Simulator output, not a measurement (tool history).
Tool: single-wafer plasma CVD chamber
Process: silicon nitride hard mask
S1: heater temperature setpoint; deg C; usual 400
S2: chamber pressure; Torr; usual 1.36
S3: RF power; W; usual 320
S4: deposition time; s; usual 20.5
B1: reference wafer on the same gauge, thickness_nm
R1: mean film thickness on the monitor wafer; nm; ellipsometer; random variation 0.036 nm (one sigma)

Run 1, hour 0.0: usual settings but S3 345 W; B1 20.196. Result: R1 23.721 nm.
Run 2, hour 16.6: usual settings but S3 345 W; B1 20.200. Result: R1 23.754 nm.
Run 3, hour 30.0: usual settings but S3 285 W, S4 22.5 s; B1 20.201. Result: R1 23.258 nm.
Run 4, hour 37.5: usual settings but S3 285 W, S4 22.5 s; B1 20.192. Result: R1 23.247 nm.
Run 5, hour 44.8: usual settings but S3 285 W, S4 22.5 s; B1 20.205. Result: R1 23.214 nm.
At hour 53.4: gauge calibrated.
Run 6, hour 54.7: usual settings but S1 393 deg C; B1 20.203. Result: R1 22.706 nm.
Run 7, hour 62.7: usual settings but S1 393 deg C; B1 20.208. Result: R1 22.746 nm.
Run 8, hour 104.0: usual settings but S1 393 deg C; B1 20.211. Result: R1 22.720 nm.
Run 9, hour 110.7: usual settings; B1 20.193. Result: R1 22.634 nm.
At hour 124.2: capacitance manometer re-zeroed and calibrated.
Run 10, hour 124.7: usual settings but S2 1.59 Torr; B1 20.180. Result: R1 24.707 nm.
Run 11, hour 133.5: usual settings but S2 1.59 Torr; B1 20.211. Result: R1 24.656 nm.
Run 12, hour 150.2: usual settings but S2 1.59 Torr; B1 20.206. Result: R1 24.706 nm.
At hour 160.2: RF generator calibrated.
Run 13, hour 164.1: usual settings but S2 1.12 Torr, S3 295 W; B1 20.204. Result: R1 21.475 nm.
Run 14, hour 179.9: usual settings but S3 350 W, S4 17.1 s; B1 20.200. Result: R1 21.243 nm.
Run 15, hour 194.3: usual settings; B1 20.204. Result: R1 24.116 nm.
Run 16, hour 204.0: usual settings but S1 386 deg C, S2 1.24 Torr, S3 260 W, S4 17.8 s; B1 20.205. Result: R1 17.971 nm.
At hour 222.2: showerhead replaced.
Run 17, hour 222.7: usual settings but S1 412 deg C, S2 1.56 Torr, S4 18.7 s; B1 20.189. Result: R1 22.822 nm.
At hour 233.5: thermocouple changed; heater temperature recalibrated.
Run 18, hour 252.9: usual settings but S1 391 deg C, S2 1.23 Torr, S4 23.8 s; B1 20.205. Result: R1 26.963 nm.
Run 19, hour 259.9: usual settings but S1 406 deg C, S3 285 W, S4 24.4 s; B1 20.211. Result: R1 26.545 nm.
At hour 263.6: gauge calibrated.
Run 20, hour 270.5: usual settings; B1 20.195. Result: R1 23.951 nm.
Run 21, hour 306.0: usual settings but S1 392 deg C, S2 1.56 Torr, S3 290 W, S4 23.3 s; B1 20.191. Result: R1 26.939 nm.
Run 22, hour 315.1: usual settings but S1 411 deg C, S2 1.05 Torr, S3 300 W; B1 20.205. Result: R1 20.759 nm.
Run 23, hour 330.0: usual settings but S3 280 W, S4 19.1 s; B1 20.191. Result: R1 20.520 nm.
Run 24, hour 341.9: usual settings but S1 406 deg C, S2 1.17 Torr, S3 260 W, S4 17.8 s; B1 20.203. Result: R1 17.261 nm.
Run 25, hour 349.2: usual settings but S1 395 deg C, S2 1.03 Torr; B1 20.204. Result: R1 21.519 nm.
Run 26, hour 355.4: usual settings; B1 20.198. Result: R1 23.764 nm.

Measured less the same run without the tool's hidden state. The same run-to-run variation is in both; the gauge's scatter may not be:
The hidden state here: wafer temperature above the value expected at the setpoint (K); delivered RF power above the setpoint (%); true pressure above the setpoint (%); gauge reads high (%).
run      R1
  1  -1.551
  2  -1.564
  3  -1.594
  4  -1.597
  5  -1.600
  6  -1.544
  7  -1.551
  8  -1.574
  9  -1.571
 10  -0.819
 11  -0.822
 12  -0.832
 13  -0.014
 14  -0.047
 15  -0.092
 16  -0.093
 17  -0.150
 18  -0.245
 19  -0.267
 20  -0.254
 21  -0.375
 22  -0.300
 23  -0.324
 24  -0.300
 25  -0.360
 26  -0.407
